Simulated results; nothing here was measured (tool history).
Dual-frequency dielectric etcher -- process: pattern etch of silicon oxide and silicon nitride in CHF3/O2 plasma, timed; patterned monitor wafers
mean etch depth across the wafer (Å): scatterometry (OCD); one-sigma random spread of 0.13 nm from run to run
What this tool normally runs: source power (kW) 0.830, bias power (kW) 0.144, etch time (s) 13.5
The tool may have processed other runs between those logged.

run,hour,source power (kW),bias power (kW),etch time (s),wafers since the last listed run,hours since the last wet clean,hours since the last source power generator calibration,hours since the last bias power generator calibration,hours since the last upper electrode change,hours since the gauge calibration,"read-back reference wafer on the same gauge, depth_nm",mean etch depth across the wafer (Å)
1,0.0,0.830,0.144,13.5,0,419.0,4421.6,2630.7,2031.7,288.8,24.33,195.8
2,56.4,0.830,0.144,13.5,676,475.4,4478.0,2687.1,2088.1,345.2,24.41,192.5
# hour 100.8: wet clean of the chamber
3,112.9,0.830,0.122,13.5,390,12.1,4534.5,2743.6,2144.6,401.7,24.33,190.7
4,172.5,0.830,0.122,13.5,715,71.7,4594.1,2803.2,2204.2,461.3,24.36,188.1
5,199.6,0.830,0.144,14.5,325,98.8,4621.2,2830.3,2231.3,488.4,24.31,215.8
# hour 258.5: upper electrode replaced
6,259.0,0.830,0.144,14.5,424,158.2,4680.6,2889.7,0.5,547.8,24.28,212.7
7,290.1,0.830,0.144,14.5,373,189.3,4711.7,2920.8,31.6,578.9,24.31,214.7
# hour 330.0: gauge calibrated
8,358.7,0.830,0.144,13.5,823,257.9,4780.3,2989.4,100.2,28.7,24.27,197.6
# hour 390.7: bias power generator calibrated
9,391.2,0.890,0.144,13.5,342,290.4,4812.8,0.5,132.7,61.2,24.31,203.2
# hour 447.2: source power generator calibrated
10,459.4,0.740,0.144,13.5,770,358.6,12.2,68.7,200.9,129.4,24.26,187.1
11,523.2,0.830,0.144,13.5,765,422.4,76.0,132.5,264.7,193.2,24.31,191.7
# hour 608.9: wet clean of the chamber
12,609.4,1.020,0.163,10.0,746,0.5,162.2,218.7,350.9,279.4,24.27,172.0
13,626.9,0.830,0.144,13.5,210,18.0,179.7,236.2,368.4,296.9,24.33,202.6
14,690.1,0.910,0.176,15.0,758,81.2,242.9,299.4,431.6,360.1,24.29,251.3

Predict the results of run 15:
15,744.1,0.890,0.144,17.5,648,135.2,296.9,353.4,485.6,414.1,?,?

read-back reference wafer on the same gauge, depth_nm: 24.26
mean etch depth across the wafer (Å): 270.0
On a tool with no hidden condition, and with the same random variation, this run would have come out at mean etch depth across the wafer (Å) 272.7.

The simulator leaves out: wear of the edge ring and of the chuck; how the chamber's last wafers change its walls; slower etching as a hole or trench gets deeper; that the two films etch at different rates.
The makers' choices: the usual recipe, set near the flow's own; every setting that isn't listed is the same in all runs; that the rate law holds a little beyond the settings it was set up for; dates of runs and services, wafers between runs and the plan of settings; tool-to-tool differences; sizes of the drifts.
